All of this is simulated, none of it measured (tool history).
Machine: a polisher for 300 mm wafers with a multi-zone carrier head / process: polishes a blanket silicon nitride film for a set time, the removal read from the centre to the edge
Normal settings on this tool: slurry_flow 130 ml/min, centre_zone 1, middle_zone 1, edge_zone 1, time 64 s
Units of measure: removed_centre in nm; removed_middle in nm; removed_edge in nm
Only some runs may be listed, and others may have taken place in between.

run	day	slurry_flow	centre_zone	middle_zone	edge_zone	time	incoming thickness of the incoming film, nm	removed_centre	removed_middle	removed_edge
1	0	115	1	1	1	64	644.5	79.2	78.3	84.8
# day 1.804: worn pad replaced by a new one
2	3.475	120	1	1.09	0.93	64	650.2	85.7	88.9	86.2
3	7.108	90	1	1	1	43	656.9	49.9	50.3	55.1
4	9.842	170	1	1	1	58	649.2	77.8	76.3	79.7
5	11.717	130	1	1	1	64	652.6	80.7	77.8	83.8
# day 13.142: slurry nozzle cleaned
6	15.162	105	1	1	0.91	64	651.8	84.5	80	80.1
# day 15.896: centre zone pressure recalibrated
7	19.538	100	1	0.9	1	43	649.5	54.9	48.3	54.9
8	23.329	85	1	0.96	1	64	657.3	76	70.9	78.8
# day 25.079: carrier head's membrane replaced by a new one
9	27.729	130	1.09	1	1	64	663.6	90.8	78.9	83.1
# day 28.821: worn pad replaced by a new one
10	29.246	130	1	1	1	64	645.9	91.2	87.7	91.4
# day 31.062: edge zone pressure recalibrated
11	32.596	130	1	1	1	64	646.5	87.1	84.4	87.9
12	36.821	130	1	1	1	64	642.2	84.8	79	84.2
13	38.796	130	1	1	1	46	657.8	57.9	56.8	60.1
# day 40.842: slurry nozzle cleaned
14	41.546	95	1	1.07	1	57	648.7	74.4	74.6	74.5
15	45.383	95	1	1	1.09	64	649.3	81.6	79.8	85.8
16	47.167	170	1	1	1	64	652.1	91.4	88.9	89.2
# day 48.296: centre zone pressure recalibrated
17	50.379	130	1.12	0.93	1	64	641	94.9	78.8	85.7
18	54.708	130	0.89	1.05	0.9	73	643.2	85.8	95.8	90.1
19	56.458	130	1	1	1	64	647	83.2	79.9	82.2
# day 56.783: worn pad replaced by a new one
20	60.292	130	1	1	1	64	663.1	89.6	86.5	88.1
21	64.388	130	1	1.07	1	64	642.1	84.6	84.7	84.7
22	66.85	130	1	1	0.93	64	655.5	82.5	78.9	81.5

For some of the steps in removed_centre from one run to the next: how much would appear even if the tool had no hidden state, given the settings, what came in and random variation, and how much remains for the hidden state plus any gauge scatter that the measured result and the result without hidden state don't share?
The tool's hidden condition here consists of: removal rate lost through wear of the pad, %; slurry flow missing at the pad, %; deviation of the centre zone's pressure from its setpoint, %; deviation of the edge zone's pressure from its setpoint, %.
Run 2 -> 3: slurry_flow 120 -> 90, middle_zone 1.09 -> 1, edge_zone 0.93 -> 1, time 64 -> 43. removed_centre -35.8 nm: hidden state +0.2, all else -36.
Run 5 -> 6: slurry_flow 130 -> 105, edge_zone 1 -> 0.91, slurry nozzle cleaned. removed_centre +3.8 nm: hidden state +7.7, all else -3.9.
Run 6 -> 7: slurry_flow 105 -> 100, middle_zone 1 -> 0.9, edge_zone 0.91 -> 1, time 64 -> 43, centre zone pressure recalibrated. removed_centre -29.6 nm: hidden state +2.2, all else -31.8.
Run 9 -> 10: centre_zone 1.09 -> 1, worn pad replaced by a new one. removed_centre +0.4 nm: hidden state +9.7, all else -9.3.

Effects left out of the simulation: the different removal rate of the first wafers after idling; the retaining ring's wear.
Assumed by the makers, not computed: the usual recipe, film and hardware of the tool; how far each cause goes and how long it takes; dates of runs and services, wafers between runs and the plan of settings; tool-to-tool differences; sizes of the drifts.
